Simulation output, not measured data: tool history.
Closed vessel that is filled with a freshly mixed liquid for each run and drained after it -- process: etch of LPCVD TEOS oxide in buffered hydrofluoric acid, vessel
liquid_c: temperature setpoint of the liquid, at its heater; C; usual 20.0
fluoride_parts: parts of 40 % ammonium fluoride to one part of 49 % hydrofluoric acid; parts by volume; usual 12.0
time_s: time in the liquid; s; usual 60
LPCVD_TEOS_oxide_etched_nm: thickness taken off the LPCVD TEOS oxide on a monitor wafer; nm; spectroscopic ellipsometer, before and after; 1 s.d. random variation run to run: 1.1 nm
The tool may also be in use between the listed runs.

run    hour  liquid_c  fluoride_parts  time_s  read-back film thickness of the LPCVD TEOS oxide reference wafer, read on the same gauge (nm)  LPCVD_TEOS_oxide_etched_nm
  1     0.0      20.0            12.0      45                                                                                          59.99                      103.92
  2   253.5      20.0            12.0      45                                                                                          60.01                      104.68
  3   309.8      20.0            12.0      45                                                                                          60.01                      104.67
  4   391.2      17.0            12.0      60                                                                                          60.02                      116.05
  5   464.4      20.0            12.0      60                                                                                          60.01                      136.38
      488.8  -- gauge calibrated
  6   536.5      20.0            12.0      60                                                                                          59.98                      137.34
  7   579.0      20.0            12.0      60                                                                                          59.99                      138.01
  8   631.1      20.0            12.0      60                                                                                          60.00                      134.38
  9   688.9      20.0            12.0      60                                                                                          60.03                      135.97
 10   779.3      24.5             7.5      60                                                                                          60.06                      272.11
 11   865.2      20.0            17.0      60                                                                                          60.00                       96.61
 12   958.4      21.5            14.5      85                                                                                          60.01                      170.97
 13  1028.8      20.0            16.0      60                                                                                          60.00                      102.28
 14  1065.9      18.5             9.5      60                                                                                          60.02                      154.67
 15  1110.3      21.5            12.0      60                                                                                          60.03                      145.06
 16  1176.1      20.0            12.0      60                                                                                          59.98                      132.13
 17  1213.6      22.5            17.0      60                                                                                          60.03                      107.58
 18  1299.0      23.0             7.0      60                                                                                          59.97                      259.78
 19  1372.8      20.0            12.0      75                                                                                          60.02                      166.62
     1482.7  -- hydrofluoric acid flow meter replaced
     1489.5  -- thermometer replaced
 20  1696.3      20.0             8.5      60                                                                                          59.97                      186.70
 21  1751.6      17.0            12.0      45                                                                                          60.02                       87.74
 22  1791.9      20.0            12.0      60                                                                                          60.00                      140.52
 23  1875.2      24.5            16.5      30                                                                                          60.01                       64.33
 24  1913.5      22.5            14.0      60                                                                                          60.03                      134.30
 25  1967.6      18.0             7.5      60                                                                                          60.02                      191.73
 26  2032.2      23.0             7.0      60                                                                                          60.01                      274.18
 27  2081.0      24.0             7.5      90                                                                                          59.99                      396.19
 28  2174.6      20.0            12.0      75                                                                                          59.96                      169.78
 29  2241.4      20.0             7.5      75                                                                                          59.98                      264.35
 30  2283.5      22.0            12.0      60                                                                                          59.99                      151.71
 31  2331.0      25.0            15.0      75                                                                                          60.01                      178.21
 32  2368.5      21.5             9.5      60                                                                                          59.98                      184.84
 33  2443.6      17.5            12.0      30                                                                                          59.98                       58.39
 34  2522.6      20.0            12.0      60                                                                                          59.96                      133.66

What was the tool's hidden state at every run in the log?
liquid hotter than its thermometer reads (K): 0, the same for each run
gauge reads high (%): 0, the same for each run
H1: hydrofluoric acid flow below the setpoint (%)
run     H1
  1  0.949
  2      2
  3   2.24
  4   2.58
  5   2.88
  6   3.18
  7   3.36
  8   3.57
  9   3.81
 10   4.19
 11   4.55
 12   4.93
 13   5.23
 14   5.38
 15   5.57
 16   5.84
 17      6
 18   6.35
 19   6.66
 20   1.37
 21    1.6
 22   1.77
 23   2.12
 24   2.28
 25    2.5
 26   2.77
 27   2.97
 28   3.36
 29   3.64
 30   3.82
 31   4.01
 32   4.17
 33   4.48
 34   4.81

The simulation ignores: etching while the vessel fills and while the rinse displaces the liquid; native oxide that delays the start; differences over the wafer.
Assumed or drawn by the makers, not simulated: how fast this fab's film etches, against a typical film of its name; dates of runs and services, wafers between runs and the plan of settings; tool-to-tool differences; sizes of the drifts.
